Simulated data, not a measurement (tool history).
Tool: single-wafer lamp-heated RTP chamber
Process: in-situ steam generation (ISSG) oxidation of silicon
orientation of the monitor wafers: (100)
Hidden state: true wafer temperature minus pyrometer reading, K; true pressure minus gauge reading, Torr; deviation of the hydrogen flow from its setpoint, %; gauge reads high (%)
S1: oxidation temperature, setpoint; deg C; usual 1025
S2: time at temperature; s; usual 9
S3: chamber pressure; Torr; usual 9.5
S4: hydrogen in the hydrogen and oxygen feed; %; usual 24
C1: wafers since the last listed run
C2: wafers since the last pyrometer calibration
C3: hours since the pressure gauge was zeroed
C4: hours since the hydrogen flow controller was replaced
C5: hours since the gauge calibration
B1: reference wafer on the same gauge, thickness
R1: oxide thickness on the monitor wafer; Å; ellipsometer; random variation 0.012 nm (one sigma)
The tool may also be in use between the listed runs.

run	hour	S1	S2	S3	S4	C1	C2	C3	C4	C5	B1	R1
1	0.0	1025	9	9.5	24	0	3588	2560.9	4725.2	937.2	4.649	45.49
2	52.4	1025	9	9.5	24	492	4080	2613.3	4777.6	989.6	4.648	45.77
3	102.4	1025	9	9.5	24	469	4550	2663.3	4827.6	1039.6	4.649	45.82
4	136.2	1025	9	9.5	24	317	4867	2697.1	4861.4	1073.4	4.649	45.39
5	188.6	1025	7	9.5	24	492	5360	2749.5	4913.8	1125.8	4.648	40.80
6	240.5	1025	9	9.5	24	487	5847	2801.4	4965.7	1177.7	4.656	45.78
7	283.4	1025	9	9.5	24	403	6250	2844.3	5008.6	1220.6	4.648	45.71
8	316.2	1025	9	9.5	24	308	6558	2877.1	5041.4	1253.4	4.653	45.52
# hour 333.0: pyrometer window cleaned and pyrometer calibrated
9	352.9	1025	9	9.5	24	269	187	2913.8	5078.1	1290.1	4.654	45.68
10	419.0	1025	9	9.5	24	620	808	2979.9	5144.2	1356.2	4.647	45.64
11	444.2	1035	9	10.0	24	236	1044	3005.1	5169.4	1381.4	4.647	46.90
12	511.7	1035	9	10.0	24	634	1679	3072.6	5236.9	1448.9	4.654	47.17
13	565.2	1025	6	9.5	16	502	2181	3126.1	5290.4	1502.4	4.653	34.55
# hour 590.2: gauge calibrated
14	623.6	1025	9	8.1	28	548	2730	3184.5	5348.8	33.4	4.647	48.66
15	678.5	1025	9	9.5	24	515	3246	3239.4	5403.7	88.3	4.650	45.74
# hour 778.1: hydrogen flow controller replaced
16	833.6	1018	9	9.5	16	1381	4628	3394.5	55.5	243.4	4.653	40.57
17	898.5	1025	9	8.0	21	609	5237	3459.4	120.4	308.3	4.648	44.78
# hour 927.7: pyrometer window cleaned and pyrometer calibrated
18	965.0	1025	9	9.5	24	549	350	3525.9	186.9	374.8	4.655	45.86
# hour 1031.2: pressure gauge zeroed
19	1031.7	1025	9	10.1	24	551	901	0.5	253.6	441.5	4.648	45.22
20	1073.6	1025	9	9.5	24	393	1295	42.4	295.5	483.4	4.652	45.52
21	1117.3	1032	9	8.9	24	410	1705	86.1	339.2	527.1	4.650	47.49
22	1173.4	1034	5	10.1	24	527	2232	142.2	395.3	583.2	4.652	35.84
23	1202.4	1025	9	9.5	30	272	2505	171.2	424.3	612.2	4.649	48.40
24	1250.8	1025	9	9.5	24	454	2959	219.6	472.7	660.6	4.650	45.45
25	1275.9	1025	9	9.5	24	235	3195	244.7	497.8	685.7	4.651	45.78
26	1315.2	1025	9	9.5	27	369	3564	284.0	537.1	725.0	4.651	46.88
27	1382.6	1042	12	9.0	32	633	4198	351.4	604.5	792.4	4.651	60.81
28	1416.5	1025	9	9.5	28	318	4516	385.3	638.4	826.3	4.650	47.53
29	1442.1	1033	9	9.5	28	240	4757	410.9	664.0	851.9	4.648	48.63
30	1467.6	1034	7	9.5	32	239	4996	436.4	689.5	877.4	4.650	45.66
# hour 1494.0: pyrometer window cleaned and pyrometer calibrated
31	1516.9	1020	13	9.5	16	387	214	485.7	738.8	926.7	4.646	48.09

4 ways to go on from here, each from the tool as it stands after run 31. What would each give?
A	1517.3	1025	9	9.5	24	3	218	486.1	739.2	927.1	?	?
B	1517.3	1044	9	8.6	24	3	218	486.1	739.2	927.1	?	?
C	1517.3	1016	9	9.5	24	3	218	486.1	739.2	927.1	?	?
D	1517.3	1025	8	10.2	24	3	218	486.1	739.2	927.1	?	?

run	B1	R1
A	4.651	45.55
B	4.651	49.80
C	4.651	44.09
D	4.651	42.56
Without the tool's hidden state the same runs would have given:
run	R1
A	45.55
B	49.80
C	44.09
D	42.56
